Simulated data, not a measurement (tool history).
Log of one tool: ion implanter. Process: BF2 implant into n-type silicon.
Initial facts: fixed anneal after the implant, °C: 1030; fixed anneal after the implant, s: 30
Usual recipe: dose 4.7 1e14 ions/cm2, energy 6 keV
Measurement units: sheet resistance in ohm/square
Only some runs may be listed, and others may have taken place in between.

run     day  dose  energy  read-back reference wafer on the same gauge, sheet resistance  sheet resistance
  1       0  5.82       7                                                         403.72            292.24
  2   2.183  5.82       7                                                         403.41            289.84
  3   4.704  5.68       5                                                         403.26             329.2
  4   6.658  5.68       5                                                         403.49            330.88
  5   9.646  5.68       5                                                          402.7             333.9
  6  14.017   4.7       7                                                         401.72            339.07
  7  17.621   4.7       7                                                          403.5             342.2
     18.054  -- Faraday cup replaced and dose calibrated
  8  21.367   4.7       6                                                         403.32            342.14
  9  22.988   4.7       6                                                         402.56            343.19
 10  24.733   4.7       6                                                         402.77            340.83
     27.567  -- extraction supply calibrated
 11  27.588   4.7       6                                                          404.3            342.52
 12  29.196   4.7       6                                                         402.71            342.65
 13  32.321  5.74       6                                                         402.67            300.99
 14  35.958  5.38       6                                                         403.04            315.43
 15  38.246   4.7       4                                                         402.95            392.28
     40.029  -- gauge calibrated
 16  42.233  3.87       6                                                         403.51            396.23
 17  44.042   4.7       6                                                         402.12            344.22
 18  48.083  3.89     7.5                                                         403.36            371.33
 19  50.592  5.68       5                                                         403.21            327.72
     51.054  -- Faraday cup replaced and dose calibrated
 20    54.5  4.33     5.5                                                         402.39            369.25
 21  57.912  5.09       6                                                         402.63            328.24
 22  61.671   4.7       8                                                         402.94            321.93
 23    65.7   4.7     6.5                                                          403.2            340.44
 24  69.212  5.72       7                                                         402.85            292.76
 25  72.733   4.7       6                                                          403.1            348.68
 26  74.817   4.7       6                                                         403.44            348.04
 27  78.542  5.16       7                                                         402.77            316.46
 28  81.525   3.9       4                                                         403.35            443.19
 29    83.7   4.7     7.5                                                         402.36            331.94

Forecast each of these 3 alternatives for the next run:
  A  83.717   4.7       6                                                              ?                 ?
  B  83.717  5.14     7.5                                                              ?                 ?
  C  83.717  3.45       5                                                              ?                 ?

run  read-back reference wafer on the same gauge, sheet resistance  sheet resistance
  A                                                         403.21            351.38
  B                                                         403.21            311.97
  C                                                         403.21            450.59
Without the tool's hidden state the same runs would have given:
run  sheet resistance
  A            340.76
  B            302.15
  C            436.61

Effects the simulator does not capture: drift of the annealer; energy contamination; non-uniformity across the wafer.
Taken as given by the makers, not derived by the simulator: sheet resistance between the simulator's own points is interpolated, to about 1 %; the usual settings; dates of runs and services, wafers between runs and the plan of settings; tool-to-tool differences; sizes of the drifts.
